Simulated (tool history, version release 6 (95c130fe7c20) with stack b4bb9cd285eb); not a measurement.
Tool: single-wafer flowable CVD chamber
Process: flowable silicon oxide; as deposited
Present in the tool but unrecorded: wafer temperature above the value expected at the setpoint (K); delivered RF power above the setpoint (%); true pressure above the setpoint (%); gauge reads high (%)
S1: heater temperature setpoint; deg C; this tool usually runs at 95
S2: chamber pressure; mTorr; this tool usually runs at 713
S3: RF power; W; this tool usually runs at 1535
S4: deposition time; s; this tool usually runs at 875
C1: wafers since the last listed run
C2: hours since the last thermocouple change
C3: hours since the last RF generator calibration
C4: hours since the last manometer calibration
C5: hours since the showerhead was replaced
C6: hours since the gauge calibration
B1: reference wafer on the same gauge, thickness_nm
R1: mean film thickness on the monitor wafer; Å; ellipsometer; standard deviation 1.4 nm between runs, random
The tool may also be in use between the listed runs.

{"run": 1, "day": 0.0, "S1": 95, "S2": 713, "S3": 1535, "S4": 875, "C1": 0, "C2": 967.3, "C3": 326.1, "C4": 1717.5, "C5": 4418.8, "C6": 375.7, "B1": 525.023, "R1": 6091.21}
{"run": 2, "day": 3.525, "S1": 95, "S2": 713, "S3": 1535, "S4": 875, "C1": 173, "C2": 1051.9, "C3": 410.7, "C4": 1802.1, "C5": 4503.4, "C6": 460.3, "B1": 524.959, "R1": 6114.55}
{"run": 3, "day": 5.325, "S1": 95, "S2": 713, "S3": 1535, "S4": 875, "C1": 88, "C2": 1095.1, "C3": 453.9, "C4": 1845.3, "C5": 4546.6, "C6": 503.5, "B1": 525.257, "R1": 6084.23}
{"run": 4, "day": 9.342, "S1": 95, "S2": 713, "S3": 1535, "S4": 875, "C1": 197, "C2": 1191.5, "C3": 550.3, "C4": 1941.7, "C5": 4643.0, "C6": 599.9, "B1": 525.043, "R1": 6116.4}
{"run": 5, "day": 12.371, "S1": 95, "S2": 713, "S3": 1535, "S4": 875, "C1": 149, "C2": 1264.2, "C3": 623.0, "C4": 2014.4, "C5": 4715.7, "C6": 672.6, "B1": 525.431, "R1": 6097.34}
{"run": 6, "day": 15.929, "S1": 95, "S2": 713, "S3": 1535, "S4": 875, "C1": 175, "C2": 1349.6, "C3": 708.4, "C4": 2099.8, "C5": 4801.1, "C6": 758.0, "B1": 525.084, "R1": 6109.05}
{"run": 7, "day": 17.929, "S1": 98, "S2": 713, "S3": 1385, "S4": 875, "C1": 98, "C2": 1397.6, "C3": 756.4, "C4": 2147.8, "C5": 4849.1, "C6": 806.0, "B1": 525.046, "R1": 5319.73}
{"run": 8, "day": 20.75, "S1": 95, "S2": 713, "S3": 1535, "S4": 875, "C1": 138, "C2": 1465.3, "C3": 824.1, "C4": 2215.5, "C5": 4916.8, "C6": 873.7, "B1": 524.976, "R1": 6117.21}
{"run": 9, "day": 23.888, "S1": 95, "S2": 713, "S3": 1535, "S4": 875, "C1": 154, "C2": 1540.6, "C3": 899.4, "C4": 2290.8, "C5": 4992.1, "C6": 949.0, "B1": 525.08, "R1": 6121.57}
{"day": 27.717, "done": "showerhead replaced"}
{"run": 10, "day": 27.879, "S1": 108, "S2": 713, "S3": 1535, "S4": 875, "C1": 180, "C2": 1636.4, "C3": 995.2, "C4": 2386.6, "C5": 3.9, "C6": 1044.8, "B1": 524.958, "R1": 3789.12}
{"run": 11, "day": 29.908, "S1": 105, "S2": 798, "S3": 1310, "S4": 972, "C1": 99, "C2": 1685.1, "C3": 1043.9, "C4": 2435.3, "C5": 52.6, "C6": 1093.5, "B1": 525.099, "R1": 5015.91}

Forecast run 12:
{"run": 12, "day": 32.262, "S1": 99, "S2": 713, "S3": 1700, "S4": 875, "C1": 115, "C2": 1741.6, "C3": 1100.4, "C4": 2491.8, "C5": 109.1, "C6": 1150.0, "B1": "?", "R1": "?"}

Run 12 came out at B1 524.807, R1 5401.66 Å.
With the hidden condition absent and the run-to-run variation left alone, this run would have shown R1 5274.63 Å.
